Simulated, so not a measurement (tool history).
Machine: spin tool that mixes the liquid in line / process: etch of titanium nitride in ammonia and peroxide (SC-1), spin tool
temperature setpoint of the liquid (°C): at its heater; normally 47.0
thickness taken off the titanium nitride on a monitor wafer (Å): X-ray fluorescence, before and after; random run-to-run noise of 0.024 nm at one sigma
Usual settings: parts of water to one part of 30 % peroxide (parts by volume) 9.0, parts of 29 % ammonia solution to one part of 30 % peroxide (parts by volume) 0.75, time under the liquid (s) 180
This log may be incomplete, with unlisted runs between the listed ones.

| run | hour | temperature setpoint of the liquid (°C) | parts of water to one part of 30 % peroxide (parts by volume) | parts of 29 % ammonia solution to one part of 30 % peroxide (parts by volume) | time under the liquid (s) | wafers since the last listed run | hours since the thermometer was replaced | hours since the ammonia flow meter was replaced | hours since the heated supply line was repaired | hours since the drum of ammonia solution was connected | hours since the gauge calibration | read-back film thickness of the titanium nitride reference wafer, read on the same gauge (nm) | thickness taken off the titanium nitride on a monitor wafer (Å) |
|---|---|---|---|---|---|---|---|---|---|---|---|---|---|
| 1 | 0.0 | 47.0 | 11.5 | 0.75 | 180 | 0 | 290.3 | 98.3 | 2175.9 | 413.1 | 2851.0 | 59.99 | 68.8 |
| 2 | 55.3 | 47.0 | 11.5 | 0.75 | 180 | 470 | 345.6 | 153.6 | 2231.2 | 468.4 | 2906.3 | 60.01 | 68.8 |
| 3 | 124.5 | 50.5 | 9.0 | 0.75 | 180 | 589 | 414.8 | 222.8 | 2300.4 | 537.6 | 2975.5 | 60.02 | 99.8 |
| 4 | 188.0 | 47.0 | 9.0 | 0.75 | 180 | 540 | 478.3 | 286.3 | 2363.9 | 601.1 | 3039.0 | 60.02 | 78.1 |
| 5 | 228.0 | 47.0 | 7.5 | 0.75 | 180 | 340 | 518.3 | 326.3 | 2403.9 | 641.1 | 3079.0 | 59.97 | 85.4 |
| 6 | 305.4 | 47.0 | 13.5 | 0.75 | 230 | 658 | 595.7 | 403.7 | 2481.3 | 718.5 | 3156.4 | 60.00 | 81.6 |
|  | 313.5 | thermometer replaced |
| 7 | 354.4 | 52.5 | 11.5 | 0.55 | 105 | 408 | 40.9 | 452.7 | 2530.3 | 767.5 | 3205.4 | 59.99 | 55.5 |
|  | 356.4 | new drum of ammonia solution connected |
|  | 382.9 | gauge calibrated |
| 8 | 456.1 | 52.0 | 7.5 | 0.90 | 245 | 857 | 142.6 | 554.4 | 2632.0 | 99.7 | 73.2 | 60.02 | 168.0 |
| 9 | 546.6 | 47.0 | 5.0 | 0.50 | 180 | 770 | 233.1 | 644.9 | 2722.5 | 190.2 | 163.7 | 59.99 | 97.4 |
| 10 | 636.9 | 47.0 | 6.0 | 0.40 | 180 | 768 | 323.4 | 735.2 | 2812.8 | 280.5 | 254.0 | 59.96 | 86.2 |
| 11 | 726.1 | 38.0 | 7.0 | 0.75 | 180 | 759 | 412.6 | 824.4 | 2902.0 | 369.7 | 343.2 | 59.99 | 45.9 |
| 12 | 770.2 | 47.0 | 13.0 | 0.60 | 180 | 375 | 456.7 | 868.5 | 2946.1 | 413.8 | 387.3 | 59.99 | 62.7 |
| 13 | 834.0 | 39.0 | 9.0 | 0.35 | 180 | 543 | 520.5 | 932.3 | 3009.9 | 477.6 | 451.1 | 60.03 | 38.7 |
| 14 | 877.6 | 47.0 | 9.0 | 0.75 | 180 | 371 | 564.1 | 975.9 | 3053.5 | 521.2 | 494.7 | 60.01 | 79.3 |
|  | 909.0 | heated supply line repaired |
|  | 943.9 | thermometer replaced |
| 15 | 958.7 | 55.5 | 9.0 | 0.75 | 260 | 673 | 14.8 | 1057.0 | 49.7 | 602.3 | 575.8 | 59.99 | 202.2 |
| 16 | 1067.3 | 47.0 | 9.0 | 0.75 | 90 | 924 | 123.4 | 1165.6 | 158.3 | 710.9 | 684.4 | 59.99 | 38.9 |
|  | 1161.1 | new drum of ammonia solution connected |
|  | 1332.2 | ammonia flow meter replaced |
| 17 | 1332.9 | 40.5 | 5.5 | 0.90 | 150 | 2243 | 389.0 | 0.7 | 423.9 | 171.8 | 950.0 | 60.01 | 53.0 |
| 18 | 1377.9 | 47.0 | 9.0 | 0.75 | 180 | 383 | 434.0 | 45.7 | 468.9 | 216.8 | 995.0 | 60.00 | 78.4 |
| 19 | 1453.2 | 47.0 | 9.0 | 0.55 | 180 | 640 | 509.3 | 121.0 | 544.2 | 292.1 | 1070.3 | 60.00 | 74.6 |
| 20 | 1507.4 | 38.5 | 9.0 | 1.15 | 180 | 461 | 563.5 | 175.2 | 598.4 | 346.3 | 1124.5 | 60.01 | 45.2 |
|  | 1517.1 | thermometer replaced |
| 21 | 1577.9 | 47.0 | 9.0 | 0.85 | 180 | 591 | 60.8 | 245.7 | 668.9 | 416.8 | 1195.0 | 59.98 | 79.4 |
| 22 | 1662.1 | 47.0 | 9.0 | 0.75 | 115 | 716 | 145.0 | 329.9 | 753.1 | 501.0 | 1279.2 | 59.98 | 49.9 |
| 23 | 1730.9 | 47.0 | 9.0 | 0.75 | 180 | 585 | 213.8 | 398.7 | 821.9 | 569.8 | 1348.0 | 59.99 | 77.9 |
| 24 | 1807.4 | 47.0 | 9.0 | 0.75 | 180 | 651 | 290.3 | 475.2 | 898.4 | 646.3 | 1424.5 | 59.96 | 78.0 |
| 25 | 1851.8 | 50.0 | 6.0 | 0.40 | 180 | 377 | 334.7 | 519.6 | 942.8 | 690.7 | 1468.9 | 60.02 | 106.3 |

Selected run-to-run steps in thickness taken off the titanium nitride on a monitor wafer (Å), each split into two signed amounts: the part the tool would show with no hidden state at all (from settings, incoming material and random variation), and the remainder, which goes to the hidden state together with any gauge scatter not common to the measured and the hidden-state-free results:
Unlogged tool condition in this case: liquid hotter than its thermometer reads (K); ammonia flow above the setpoint (%); temperature lost on the way to the wafer (K); ammonia solution weaker than its label (%); gauge reads high (%).
Run 6 -> 7: temperature setpoint of the liquid (°C) 47.0 -> 52.5, parts of water to one part of 30 % peroxide (parts by volume) 13.5 -> 11.5, parts of 29 % ammonia solution to one part of 30 % peroxide (parts by volume) 0.75 -> 0.55, time under the liquid (s) 230 -> 105, thermometer replaced. thickness taken off the titanium nitride on a monitor wafer (Å) -26.1: hidden state -1.1, all else -25.0.
Run 7 -> 8: temperature setpoint of the liquid (°C) 52.5 -> 52.0, parts of water to one part of 30 % peroxide (parts by volume) 11.5 -> 7.5, parts of 29 % ammonia solution to one part of 30 % peroxide (parts by volume) 0.55 -> 0.90, time under the liquid (s) 105 -> 245, new drum of ammonia solution connected, gauge calibrated. thickness taken off the titanium nitride on a monitor wafer (Å) +112.5: hidden state +0.8, all else +111.7.
Run 14 -> 15: temperature setpoint of the liquid (°C) 47.0 -> 55.5, time under the liquid (s) 180 -> 260, heated supply line repaired, thermometer replaced. thickness taken off the titanium nitride on a monitor wafer (Å) +122.9: hidden state -0.8, all else +123.7.
Run 15 -> 16: temperature setpoint of the liquid (°C) 55.5 -> 47.0, time under the liquid (s) 260 -> 90. thickness taken off the titanium nitride on a monitor wafer (Å) -163.3: hidden state -0.2, all else -163.1.

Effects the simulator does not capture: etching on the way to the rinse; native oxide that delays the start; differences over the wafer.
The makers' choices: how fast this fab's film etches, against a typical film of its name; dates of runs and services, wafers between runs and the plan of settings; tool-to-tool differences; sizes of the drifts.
